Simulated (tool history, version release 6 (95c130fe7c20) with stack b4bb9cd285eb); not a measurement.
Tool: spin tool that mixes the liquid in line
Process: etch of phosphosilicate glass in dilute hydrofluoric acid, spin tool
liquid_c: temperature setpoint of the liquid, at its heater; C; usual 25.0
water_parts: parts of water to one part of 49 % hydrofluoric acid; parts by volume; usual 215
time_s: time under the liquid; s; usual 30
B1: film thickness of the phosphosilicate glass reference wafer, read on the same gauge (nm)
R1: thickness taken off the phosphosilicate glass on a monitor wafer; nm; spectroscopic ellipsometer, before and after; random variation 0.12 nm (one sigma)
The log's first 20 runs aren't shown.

{"run": 21, "day": 48.346, "liquid_c": 21.5, "water_parts": 215, "time_s": 30, "B1": 130.03, "R1": 16.64}
{"run": 22, "day": 49.442, "liquid_c": 25.0, "water_parts": 250, "time_s": 35, "B1": 129.99, "R1": 18.11}
{"run": 23, "day": 50.938, "liquid_c": 20.0, "water_parts": 130, "time_s": 45, "B1": 129.97, "R1": 43.43}
{"day": 51.112, "done": "thermometer replaced"}
{"run": 24, "day": 52.333, "liquid_c": 23.5, "water_parts": 290, "time_s": 30, "B1": 129.99, "R1": 11.34}
{"run": 25, "day": 55.008, "liquid_c": 30.0, "water_parts": 295, "time_s": 30, "B1": 129.94, "R1": 13.86}
{"run": 26, "day": 57.508, "liquid_c": 25.0, "water_parts": 215, "time_s": 30, "B1": 129.99, "R1": 17.67}
{"run": 27, "day": 60.362, "liquid_c": 28.0, "water_parts": 215, "time_s": 15, "B1": 130.01, "R1": 9.74}
{"run": 28, "day": 61.425, "liquid_c": 25.0, "water_parts": 215, "time_s": 30, "B1": 130.01, "R1": 17.88}
{"run": 29, "day": 62.588, "liquid_c": 25.0, "water_parts": 250, "time_s": 35, "B1": 130.0, "R1": 17.2}
{"run": 30, "day": 64.712, "liquid_c": 27.5, "water_parts": 215, "time_s": 30, "B1": 130.06, "R1": 19.35}
{"day": 65.362, "done": "hydrofluoric acid flow meter replaced"}
{"run": 31, "day": 66.896, "liquid_c": 25.0, "water_parts": 310, "time_s": 30, "B1": 129.95, "R1": 11.19}

4 ways to go on from here, each from the tool as it stands after run 31. What would each give?
{"run": "A", "day": 66.912, "liquid_c": 25.0, "water_parts": 215, "time_s": 30, "B1": "?", "R1": "?"}
{"run": "B", "day": 66.912, "liquid_c": 25.0, "water_parts": 215, "time_s": 45, "B1": "?", "R1": "?"}
{"run": "C", "day": 66.912, "liquid_c": 29.0, "water_parts": 270, "time_s": 20, "B1": "?", "R1": "?"}
{"run": "D", "day": 66.912, "liquid_c": 25.0, "water_parts": 300, "time_s": 30, "B1": "?", "R1": "?"}

run=A B1=130.00 R1=17.69
run=B B1=130.00 R1=26.53
run=C B1=130.00 R1=10.15
run=D B1=130.00 R1=11.60
Without the tool's hidden state the same runs would have given:
run=A R1=17.43
run=B R1=26.14
run=C R1=10.01
run=D R1=11.44

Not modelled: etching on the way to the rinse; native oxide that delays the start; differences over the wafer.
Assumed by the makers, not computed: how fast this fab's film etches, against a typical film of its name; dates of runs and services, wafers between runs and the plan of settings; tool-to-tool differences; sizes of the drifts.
